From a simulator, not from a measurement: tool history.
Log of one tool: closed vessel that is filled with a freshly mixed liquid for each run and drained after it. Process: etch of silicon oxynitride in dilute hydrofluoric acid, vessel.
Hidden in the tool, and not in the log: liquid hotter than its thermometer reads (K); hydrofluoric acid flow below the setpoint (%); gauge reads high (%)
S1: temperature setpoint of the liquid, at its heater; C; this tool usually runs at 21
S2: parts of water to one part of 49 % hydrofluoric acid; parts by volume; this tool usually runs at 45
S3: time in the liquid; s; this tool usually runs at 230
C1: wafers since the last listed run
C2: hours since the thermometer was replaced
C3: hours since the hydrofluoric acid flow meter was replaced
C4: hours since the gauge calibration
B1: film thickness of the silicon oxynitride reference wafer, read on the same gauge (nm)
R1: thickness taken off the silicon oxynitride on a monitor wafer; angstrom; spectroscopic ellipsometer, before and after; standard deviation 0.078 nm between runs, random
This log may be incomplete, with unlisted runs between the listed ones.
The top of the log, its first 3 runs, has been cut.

| run | day | S1 | S2 | S3 | C1 | C2 | C3 | C4 | B1 | R1 |
|---|---|---|---|---|---|---|---|---|---|---|
| 4 | 4.9 | 19.5 | 45 | 230 | 2581 | 2023.5 | 305.4 | 1205.2 | 150 | 134.4 |
| 5 | 6.779 | 21 | 45 | 230 | 4619 | 2068.6 | 350.5 | 1250.3 | 150 | 144 |
| 6 | 8.633 | 21 | 45 | 230 | 4558 | 2113.1 | 395 | 1294.8 | 150.04 | 143.7 |
| 7 | 10.154 | 24 | 45 | 230 | 3738 | 2149.6 | 431.5 | 1331.3 | 149.99 | 166.8 |
| 8 | 12.904 | 24 | 45 | 230 | 6760 | 2215.6 | 497.5 | 1397.3 | 150.03 | 167.4 |
| 9 | 15.771 | 21 | 45 | 230 | 7047 | 2284.4 | 566.3 | 1466.1 | 149.96 | 144.7 |
| 10 | 17.088 | 21 | 45 | 230 | 3237 | 2316 | 597.9 | 1497.7 | 150.04 | 142.9 |
| 11 | 19.358 | 21 | 30 | 230 | 5582 | 2370.5 | 652.4 | 1552.2 | 150.06 | 219.5 |
| 12 | 20.45 | 21 | 30 | 230 | 2683 | 2396.7 | 678.6 | 1578.4 | 150 | 219.7 |
| 13 | 21.783 | 21 | 35 | 230 | 3278 | 2428.7 | 710.6 | 1610.4 | 149.96 | 187 |
|  | 22.842 | thermometer replaced |
| 14 | 24.471 | 21 | 35 | 230 | 6504 | 39.1 | 775.1 | 1674.9 | 150.01 | 172.1 |
|  | 25.196 | gauge calibrated |
| 15 | 27.283 | 21 | 35 | 230 | 6914 | 106.6 | 842.6 | 50.1 | 150.01 | 172.5 |
|  | 29.275 | hydrofluoric acid flow meter replaced |
| 16 | 30.129 | 21 | 45 | 230 | 6894 | 174.9 | 20.5 | 118.4 | 150 | 138.4 |
| 17 | 31.442 | 24.5 | 35 | 230 | 3226 | 206.4 | 52 | 149.9 | 150.01 | 210.5 |
| 18 | 34.162 | 18.5 | 45 | 230 | 6689 | 271.7 | 117.3 | 215.2 | 150.03 | 120.9 |
| 19 | 36.254 | 21 | 45 | 140 | 5142 | 321.9 | 167.5 | 265.4 | 150.01 | 83.2 |

Run 20 is up next; what results do you expect?
| 20 | 38.896 | 21 | 50 | 230 | 6494 | 385.3 | 230.9 | 328.8 | ? | ? |

Run 20 gave B1 150, R1 122.1 angstrom.
If the tool had no hidden condition, the same run with the same run-to-run variation would have returned R1 120.8 angstrom.

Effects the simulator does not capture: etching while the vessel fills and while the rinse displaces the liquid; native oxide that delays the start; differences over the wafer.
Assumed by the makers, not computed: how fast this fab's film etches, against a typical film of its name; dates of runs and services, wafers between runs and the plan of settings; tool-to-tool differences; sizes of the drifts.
